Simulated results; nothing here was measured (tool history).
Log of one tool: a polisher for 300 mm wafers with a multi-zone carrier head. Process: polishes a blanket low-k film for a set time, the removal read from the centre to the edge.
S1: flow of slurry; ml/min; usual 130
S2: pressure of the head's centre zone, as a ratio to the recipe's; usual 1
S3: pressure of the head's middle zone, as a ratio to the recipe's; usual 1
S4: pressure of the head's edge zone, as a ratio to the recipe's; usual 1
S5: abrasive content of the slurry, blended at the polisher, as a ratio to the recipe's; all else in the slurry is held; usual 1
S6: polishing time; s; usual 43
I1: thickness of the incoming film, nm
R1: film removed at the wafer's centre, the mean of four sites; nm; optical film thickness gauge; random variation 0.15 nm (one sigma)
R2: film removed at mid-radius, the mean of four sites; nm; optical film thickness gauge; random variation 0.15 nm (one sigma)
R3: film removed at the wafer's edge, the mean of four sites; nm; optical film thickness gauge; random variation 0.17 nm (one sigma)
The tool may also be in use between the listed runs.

run   hour   S1    S2    S3    S4    S5  S6     I1    R1    R2    R3
  1      0  130     1     1     1     1  43  623.1  15.3  13.6  13.4
  2   60.3  130     1     1     1     1  43    612  15.4  13.7  13.5
  3  125.3  130     1     1     1     1  43  620.3  15.4  13.7    14
  4  169.7  130     1     1     1     1  43  622.7  15.5  13.7  13.4
  5    358  130     1     1     1  0.95  43  617.1  14.6  13.1  13.3
  6  413.8  130     1     1     1  0.95  43  622.1  14.6    13  13.1
  7  466.3  130     1     1     1     1  43  630.2  14.8  13.7  13.4
  8    530  130  1.09     1     1     1  29    628  11.1   9.2   9.3
  9  655.7  130     1     1     1     1  43  623.6  14.1  13.6  13.8
 10  678.3  150  1.04     1  0.91     1  43    614  15.4  14.1  13.4
 11  738.5  130     1     1  0.94     1  43  621.5  14.8  13.8  13.2
 12  777.3  110   1.1     1     1     1  43  630.6  15.8  13.1  13.1
 13  836.5   90  1.06     1     1   1.1  43  606.5  14.8  12.7  13.4
 14  898.6  100  1.09  1.04     1     1  43  628.5  15.8  12.9    13

Taken out of this log: 11 entries between the listed runs. Where each belongs, and how the hidden state differs across it:
Between runs 1 and 2: carrier head's membrane replaced by a new one (hour 2.7)
  deviation of the centre zone's pressure from its setpoint, %: 9.72 -> 11.2
  measured less the result without the state, R1: +1.4 -> +1.6 nm
Between runs 2 and 3: worn pad replaced by a new one (hour 81.8)
  deviation of the centre zone's pressure from its setpoint, %: 11.2 -> 12.2
  measured less the result without the state, R1: +1.6 -> +1.7 nm
Between runs 4 and 5: centre zone pressure recalibrated (hour 198.9); worn pad replaced by a new one (hour 244)
  deviation of the centre zone's pressure from its setpoint, %: 12.6 -> 6.68
  measured less the result without the state, R1: +1.8 -> +0.9 nm
Between runs 6 and 7: worn pad replaced by a new one (hour 435.5)
  deviation of the centre zone's pressure from its setpoint, %: 8.01 -> 8.86
  measured less the result without the state, R1: +1.1 -> +1.2 nm
Between runs 8 and 9: carrier head's membrane replaced by a new one (hour 568.7); edge zone pressure recalibrated (hour 605.6); worn pad replaced by a new one (hour 629.3); centre zone pressure recalibrated (hour 655.2)
  deviation of the centre zone's pressure from its setpoint, %: 9.54 -> 1.68
  measured less the result without the state, R1: +0.9 -> +0.2 nm
Between runs 10 and 11: slurry nozzle cleaned (hour 685.4)
  deviation of the centre zone's pressure from its setpoint, %: 3.56 -> 7.32
  measured less the result without the state, R1: +0.5 -> +1 nm
Between runs 12 and 13: worn pad replaced by a new one (hour 804.9)
  deviation of the centre zone's pressure from its setpoint, %: 9 -> 10.8
  measured less the result without the state, R1: +1.3 -> +1.4 nm
